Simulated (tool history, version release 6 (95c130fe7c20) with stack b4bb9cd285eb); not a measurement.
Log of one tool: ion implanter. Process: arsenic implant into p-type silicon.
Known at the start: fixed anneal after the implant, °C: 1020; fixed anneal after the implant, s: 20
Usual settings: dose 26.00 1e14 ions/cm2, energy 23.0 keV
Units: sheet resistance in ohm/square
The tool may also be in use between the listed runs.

run,hour,dose,energy,wafers since the last listed run,hours since the last dose calibration,hours since the extraction supply was calibrated,hours since the gauge calibration,"read-back reference wafer on the same gauge, sheet resistance",sheet resistance
1,0.0,26.00,23.0,0,2132.4,3862.5,74.0,90.61,82.83
2,14.6,26.00,23.0,521,2147.0,3877.1,88.6,90.59,82.60
3,31.1,26.00,23.0,589,2163.5,3893.6,105.1,90.45,82.60
4,39.3,26.00,23.0,292,2171.7,3901.8,113.3,90.43,82.58
5,45.6,26.00,23.0,224,2178.0,3908.1,119.6,90.41,82.57
6,61.0,26.00,23.0,549,2193.4,3923.5,135.0,90.35,82.53
7,78.0,26.00,23.0,606,2210.4,3940.5,152.0,90.21,82.25
8,84.8,26.00,23.0,242,2217.2,3947.3,158.8,90.16,82.32
# hour 87.5: gauge calibrated
9,99.9,26.00,23.0,539,2232.3,3962.4,12.4,90.63,82.73
10,106.4,26.00,23.0,232,2238.8,3968.9,18.9,90.57,82.67
11,119.5,26.00,23.0,467,2251.9,3982.0,32.0,90.57,82.97
12,136.0,26.00,23.0,589,2268.4,3998.5,48.5,90.58,82.84
# hour 149.2: Faraday cup replaced and dose calibrated
13,149.6,26.00,23.0,199,0.4,4012.1,62.1,90.55,82.80
# hour 173.9: extraction supply calibrated
14,174.4,26.00,23.0,599,25.2,0.5,86.9,90.47,82.43
15,176.9,18.41,23.0,89,27.7,3.0,89.4,90.43,89.47
16,222.8,26.00,23.0,1638,73.6,48.9,135.3,90.22,82.56
# hour 231.0: gauge calibrated
17,232.0,23.54,15.5,328,82.8,58.1,1.0,90.64,94.29
18,246.6,26.00,23.0,521,97.4,72.7,15.6,90.65,82.83
19,253.0,21.92,30.5,228,103.8,79.1,22.0,90.67,77.87
20,261.1,26.00,26.5,289,111.9,87.2,30.1,90.64,78.72
21,271.4,26.00,23.0,367,122.2,97.5,40.4,90.61,82.74
22,279.5,30.20,26.5,289,130.3,105.6,48.5,90.63,76.50
23,288.3,21.52,18.0,314,139.1,114.4,57.3,90.59,92.11
24,297.0,22.48,30.0,310,147.8,123.1,66.0,90.56,77.50
25,310.5,19.82,25.0,482,161.3,136.6,79.5,90.54,85.38
26,325.3,29.92,17.0,528,176.1,151.4,94.3,90.45,88.20

Hidden state or all else? Some run-to-run changes of sheet resistance, split into what the settings, what came in and random variation would give without the hidden state, and what is left for the hidden state (with any gauge scatter that isn't in both results):
The hidden state here: deviation of the true dose from the Faraday cup's reading, %; deviation of the true energy from its setpoint, %; gauge reads high (%).
Run 8 -> 9: gauge calibrated. sheet resistance +0.41 ohm/square: hidden state +0.42, all else -0.01.
Run 16 -> 17: dose 26.00 -> 23.54, energy 23.0 -> 15.5, gauge calibrated. sheet resistance +11.73 ohm/square: hidden state +0.40, all else +11.33.
Run 22 -> 23: dose 30.20 -> 21.52, energy 26.5 -> 18.0. sheet resistance +15.61 ohm/square: hidden state -0.03, all else +15.64.
Run 23 -> 24: dose 21.52 -> 22.48, energy 18.0 -> 30.0. sheet resistance -14.61 ohm/square: hidden state -0.01, all else -14.60.
